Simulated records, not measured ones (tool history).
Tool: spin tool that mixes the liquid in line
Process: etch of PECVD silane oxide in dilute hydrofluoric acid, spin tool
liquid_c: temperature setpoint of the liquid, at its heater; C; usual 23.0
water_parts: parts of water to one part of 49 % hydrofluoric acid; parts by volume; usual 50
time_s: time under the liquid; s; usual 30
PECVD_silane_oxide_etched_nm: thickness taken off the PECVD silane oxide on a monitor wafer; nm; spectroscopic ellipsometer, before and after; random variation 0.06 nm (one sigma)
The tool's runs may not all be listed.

run   hour  liquid_c  water_parts  time_s  read-back film thickness of the PECVD silane oxide reference wafer, read on the same gauge (nm)  PECVD_silane_oxide_etched_nm
  1    0.0      23.0           50      30                                                                                            70.01                          7.71
  2   32.6      23.0           50      30                                                                                            70.03                          7.67
  3   60.4      23.0           50      30                                                                                            70.00                          7.57
  4   91.2      23.0           50      30                                                                                            70.00                          7.54
     127.4  -- thermometer replaced
  5  127.9      23.0           50      30                                                                                            70.01                          7.44
  6  142.9      23.0           50      30                                                                                            70.01                          7.50
  7  160.1      23.0           50      30                                                                                            70.01                          7.53
     177.6  -- gauge calibrated
  8  190.7      23.0           50      30                                                                                            70.02                          7.46
  9  204.2      27.0           50      30                                                                                            70.01                          8.82
     214.7  -- hydrofluoric acid flow meter replaced
 10  235.0      23.0           50      30                                                                                            70.01                          8.73
 11  254.5      23.0           50      30                                                                                            70.00                          8.73
 12  280.5      23.0           50      35                                                                                            69.98                         10.10
 13  309.5      23.0           50      30                                                                                            69.97                          8.68
 14  344.0      18.0           50      25                                                                                            70.01                          5.79
 15  378.7      25.0           40      45                                                                                            70.00                         17.82
 16  398.6      20.5           70      15                                                                                            69.98                          2.67

Forecast each of these 5 alternatives for the next run:
  A  399.0      23.0           50      30                                                                                                ?                             ?
  B  399.0      24.5           70      30                                                                                                ?                             ?
  C  399.0      21.5           50      20                                                                                                ?                             ?
  D  399.0      19.0           70      30                                                                                                ?                             ?
  E  399.0      19.5           50      30                                                                                                ?                             ?

run  read-back film thickness of the PECVD silane oxide reference wafer, read on the same gauge (nm)  PECVD_silane_oxide_etched_nm
  A                                                                                            70.01                          8.50
  B                                                                                            70.01                          6.29
  C                                                                                            70.01                          5.33
  D                                                                                            70.01                          5.01
  E                                                                                            70.01                          7.34
Without the tool's hidden state the same runs would have given:
run  PECVD_silane_oxide_etched_nm
  A                          8.78
  B                          6.50
  C                          5.50
  D                          5.18
  E                          7.58
